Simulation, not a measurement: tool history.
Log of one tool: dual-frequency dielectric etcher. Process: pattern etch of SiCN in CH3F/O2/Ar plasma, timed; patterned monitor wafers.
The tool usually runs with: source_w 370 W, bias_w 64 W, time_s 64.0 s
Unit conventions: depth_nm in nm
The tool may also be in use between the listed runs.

run	hour	source_w	bias_w	time_s	wafers since the last listed run	hours since the last wet clean	hours since the last source power generator calibration	hours since the last bias power generator calibration	hours since the last upper electrode change	hours since the gauge calibration	read-back reference wafer on the same gauge, depth_nm	depth_nm
1	0.0	370	64	64.0	0	174.4	776.8	2075.3	1600.3	762.0	17.60	21.12
2	58.1	370	64	64.0	924	232.5	834.9	2133.4	1658.4	820.1	17.60	20.88
3	121.1	330	64	64.0	1002	295.5	897.9	2196.4	1721.4	883.1	17.63	20.04
4	181.6	330	64	64.0	963	356.0	958.4	2256.9	1781.9	943.6	17.62	19.93
5	235.8	330	64	64.0	862	410.2	1012.6	2311.1	1836.1	997.8	17.61	20.09
6	278.2	370	57	57.0	675	452.6	1055.0	2353.5	1878.5	1040.2	17.62	18.13
7	313.3	370	57	57.0	558	487.7	1090.1	2388.6	1913.6	1075.3	17.60	18.10
# hour 313.5: gauge calibrated
# hour 366.4: wet clean of the chamber
8	382.5	370	57	57.0	719	16.1	1159.3	2457.8	1982.8	69.0	17.60	18.05
9	489.9	370	64	64.0	1709	123.5	1266.7	2565.2	2090.2	176.4	17.65	20.92
10	536.7	370	64	64.0	745	170.3	1313.5	2612.0	2137.0	223.2	17.57	21.08
11	570.1	370	64	64.0	531	203.7	1346.9	2645.4	2170.4	256.6	17.60	21.11
12	631.3	370	64	64.0	974	264.9	1408.1	2706.6	2231.6	317.8	17.59	21.03
# hour 689.1: bias power generator calibrated
13	693.9	410	64	77.0	932	327.5	1470.7	4.8	2294.2	380.4	17.60	26.48
14	723.4	370	64	64.0	469	357.0	1500.2	34.3	2323.7	409.9	17.59	20.93
15	769.9	320	56	77.5	740	403.5	1546.7	80.8	2370.2	456.4	17.60	23.20
16	795.7	410	64	64.0	410	429.3	1572.5	106.6	2396.0	482.2	17.62	21.72
17	826.1	460	50	53.5	483	459.7	1602.9	137.0	2426.4	512.6	17.57	17.89
18	866.3	400	76	53.0	639	499.9	1643.1	177.2	2466.6	552.8	17.59	18.68
19	903.5	320	64	73.0	592	537.1	1680.3	214.4	2503.8	590.0	17.59	22.71
# hour 951.1: upper electrode replaced
# hour 953.2: wet clean of the chamber
20	1044.2	390	51	69.0	1824	91.0	1821.0	355.1	93.1	730.7	17.61	21.61
21	1114.8	400	53	77.0	1123	161.6	1891.6	425.7	163.7	801.3	17.63	24.78
# hour 1178.1: source power generator calibrated
22	1185.0	430	69	72.0	1053	231.8	6.9	495.9	233.9	871.5	17.65	25.45
23	1242.3	370	64	48.0	912	289.1	64.2	553.2	291.2	928.8	17.61	15.85
24	1302.5	370	64	64.0	958	349.3	124.4	613.4	351.4	989.0	17.60	20.96
25	1329.0	290	77	77.5	421	375.8	150.9	639.9	377.9	1015.5	17.64	24.48
26	1378.3	370	57	57.0	784	425.1	200.2	689.2	427.2	1064.8	17.60	18.15
# hour 1411.8: gauge calibrated
27	1426.7	370	64	53.5	770	473.5	248.6	737.6	475.6	14.9	17.64	17.61
# hour 1492.3: wet clean of the chamber
28	1492.8	370	72	74.5	670	0.5	314.7	803.7	541.7	81.0	17.58	25.43
29	1529.8	310	64	52.5	589	37.5	351.7	840.7	578.7	118.0	17.62	16.13
30	1594.8	320	64	64.0	1034	102.5	416.7	905.7	643.7	183.0	17.61	19.86
31	1658.3	310	69	64.0	1010	166.0	480.2	969.2	707.2	246.5	17.60	20.10

Forecast each of these 3 alternatives for the next run:
A	1658.7	370	73	64.0	6	166.4	480.6	969.6	707.6	246.9	?	?
B	1658.7	370	64	46.0	6	166.4	480.6	969.6	707.6	246.9	?	?
C	1658.7	400	59	45.5	6	166.4	480.6	969.6	707.6	246.9	?	?

run	read-back reference wafer on the same gauge, depth_nm	depth_nm
A	17.57	21.73
B	17.57	15.04
C	17.57	14.97
With no hidden state in the tool, these same runs would have given:
run	depth_nm
A	21.73
B	15.04
C	14.97
